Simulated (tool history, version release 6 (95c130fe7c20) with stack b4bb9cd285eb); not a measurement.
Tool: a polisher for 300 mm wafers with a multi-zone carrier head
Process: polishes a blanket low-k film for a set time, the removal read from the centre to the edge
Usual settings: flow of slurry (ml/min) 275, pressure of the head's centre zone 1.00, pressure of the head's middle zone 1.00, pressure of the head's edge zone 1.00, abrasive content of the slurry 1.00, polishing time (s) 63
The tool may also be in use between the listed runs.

run	hour	flow of slurry (ml/min)	pressure of the head's centre zone	pressure of the head's middle zone	pressure of the head's edge zone	abrasive content of the slurry	polishing time (s)	incoming thickness of the incoming film, nm	film removed at the wafer's centre (Å)	film removed at mid-radius (Å)	film removed at the wafer's edge (Å)
1	0.0	250	1.00	1.00	1.00	1.00	63	479.6	293	295	295
2	19.0	250	1.00	1.00	1.00	1.00	63	484.9	292	285	291
3	45.0	250	1.00	1.00	1.00	1.00	63	479.9	288	292	286
4	57.3	275	1.00	1.00	1.00	1.00	63	474.9	290	291	282
# hour 67.4: worn pad replaced by a new one
5	83.7	275	1.00	1.00	1.00	1.00	63	470.6	294	298	302
6	164.6	275	1.00	1.00	1.00	1.00	63	476.5	286	287	285
# hour 173.9: edge zone pressure recalibrated
# hour 179.4: worn pad replaced by a new one
7	198.0	275	1.00	1.00	1.00	1.00	63	485.0	289	299	299
8	227.3	275	1.00	1.00	1.00	1.00	63	485.4	287	300	291
9	239.7	275	1.00	1.00	1.00	1.00	63	475.1	282	295	296
# hour 267.5: carrier head's membrane replaced by a new one
10	275.1	275	1.00	1.00	1.00	1.00	63	486.1	279	282	289
# hour 288.3: centre zone pressure recalibrated
# hour 291.9: worn pad replaced by a new one
# hour 303.5: slurry nozzle cleaned
11	309.5	275	1.00	1.00	0.92	1.20	63	485.6	315	310	304
12	322.1	355	1.00	1.05	1.00	1.00	63	480.2	309	311	296
13	334.9	340	1.00	1.00	1.11	1.00	63	474.1	307	295	316
14	351.0	275	1.00	1.00	1.00	1.00	63	480.1	292	288	291
15	378.6	275	1.00	1.00	1.05	1.00	54	476.9	252	240	250
16	395.1	275	0.92	1.00	1.00	1.00	63	484.5	279	283	288
# hour 404.8: worn pad replaced by a new one
17	410.2	275	1.08	1.00	1.00	1.00	63	483.7	317	300	304
18	445.7	275	1.00	1.00	0.93	0.75	63	483.1	279	269	264
19	468.9	275	1.00	1.00	1.00	1.00	63	479.0	293	294	293
20	500.5	320	1.09	0.92	0.91	1.00	63	475.9	314	274	281

The same runs without the tool's hidden state, with the same run-to-run variation:
The hidden state here: removal rate lost through wear of the pad, %; slurry flow missing at the pad, %; deviation of the centre zone's pressure from its setpoint, %; deviation of the edge zone's pressure from its setpoint, %.
run	film removed at the wafer's centre (Å)	film removed at mid-radius (Å)	film removed at the wafer's edge (Å)
1	298	300	300
2	299	292	298
3	300	302	296
4	303	303	294
5	299	300	305
6	305	299	297
7	301	302	301
8	304	306	298
9	300	303	304
10	305	294	301
11	318	314	308
12	313	317	302
13	312	302	324
14	299	297	300
15	261	251	260
16	291	297	302
17	318	302	306
18	285	275	270
19	302	304	303
20	329	287	294
